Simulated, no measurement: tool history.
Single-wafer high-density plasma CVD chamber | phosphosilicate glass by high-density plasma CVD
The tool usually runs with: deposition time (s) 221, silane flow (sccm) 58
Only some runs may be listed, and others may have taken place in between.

run     day  deposition time (s)  silane flow (sccm)  wafers since the last listed run  hours since the silane flow controller was replaced  hours since the gauge calibration  read-back reference wafer on the same gauge, thickness_nm  mean film thickness on the monitor wafer (nm)
  1   0.000                  247                  58                                 0                                               3243.4                              103.0                                                   1189.837                                       1472.749
  2   0.604                  247                  58                               146                                               3257.9                              117.5                                                   1191.196                                       1451.823
  3   0.862                  189                  58                                62                                               3264.1                              123.7                                                   1190.125                                       1116.074
  4   1.288                  196                  50                               103                                               3274.3                              133.9                                                   1189.526                                       1000.612
  5   1.583                  196                  50                                71                                               3281.4                              141.0                                                   1188.910                                       1007.207
  6   2.133                  221                  58                               133                                               3294.6                              154.2                                                   1189.476                                       1304.796
  7   2.883                  221                  58                               182                                               3312.6                              172.2                                                   1188.356                                       1311.957
  8   3.238                  221                  58                                86                                               3321.1                              180.7                                                   1189.685                                       1305.733
  9   3.525                  221                  58                                69                                               3328.0                              187.6                                                   1190.337                                       1303.077
 10   4.121                  221                  58                               144                                               3342.3                              201.9                                                   1189.697                                       1314.574
 11   4.838                  192                  58                               174                                               3359.5                              219.1                                                   1189.776                                       1139.158
 12   5.842                  192                  58                               243                                               3383.6                              243.2                                                   1189.524                                       1139.982
 13   6.188                  196                  56                                83                                               3391.9                              251.5                                                   1190.824                                       1129.866
 14   6.683                  249                  58                               120                                               3403.8                              263.4                                                   1188.414                                       1475.595
 15   7.029                  249                  58                                83                                               3412.1                              271.7                                                   1188.881                                       1479.537
 16   7.558                  249                  58                               128                                               3424.8                              284.4                                                   1190.233                                       1474.951
      7.767  -- gauge calibrated
 17   8.175                  205                  58                               149                                               3439.6                                9.8                                                   1190.332                                       1219.652
 18   8.579                  205                  58                                98                                               3449.3                               19.5                                                   1189.762                                       1218.659
 19   8.892                  205                  58                                75                                               3456.8                               27.0                                                   1189.766                                       1221.175
 20   9.500                  221                  58                               147                                               3471.4                               41.6                                                   1188.749                                       1310.386
 21  10.117                  250                  66                               149                                               3486.2                               56.4                                                   1187.690                                       1688.920
     10.867  -- silane flow controller replaced
 22  10.888                  203                  65                               106                                                  0.5                               74.9                                                   1190.111                                       1360.857
 23  11.392                  206                  47                               122                                                 12.6                               87.0                                                   1189.093                                        993.244
 24  12.058                  190                  52                               161                                                 28.6                              103.0                                                   1190.551                                       1010.263
 25  12.333                  196                  52                                66                                                 35.2                              109.6                                                   1190.898                                       1046.274
 26  12.675                  194                  53                                82                                                 43.4                              117.8                                                   1190.323                                       1057.131
 27  13.150                  221                  58                               115                                                 54.8                              129.2                                                   1189.521                                       1316.847
 28  13.512                  241                  58                                88                                                 63.5                              137.9                                                   1189.922                                       1424.796
 29  13.988                  221                  58                               115                                                 74.9                              149.3                                                   1190.405                                       1313.764
 30  14.421                  221                  65                               105                                                 85.3                              159.7                                                   1190.541                                       1481.484
 31  15.112                  221                  58                               167                                                101.9                              176.3                                                   1188.560                                       1309.141
 32  15.458                  192                  58                                83                                                110.2                              184.6                                                   1189.208                                       1137.841
 33  15.996                  255                  47                               130                                                123.1                              197.5                                                   1189.331                                       1234.387
 34  16.629                  221                  58                               153                                                138.3                              212.7                                                   1188.435                                       1313.772
 35  17.104                  221                  47                               115                                                149.7                              224.1                                                   1190.984                                       1066.347
 36  17.408                  221                  58                                73                                                157.0                              231.4                                                   1188.055                                       1310.841
 37  17.971                  221                  52                               136                                                170.5                              244.9                                                   1190.205                                       1173.257
 38  18.425                  182                  54                               110                                                181.4                              255.8                                                   1190.482                                       1002.546

For each run, what was the tool's unlogged condition?
delivered silane flow above the setpoint (%): 0 at every run
gauge reads high (%): 0 at every run
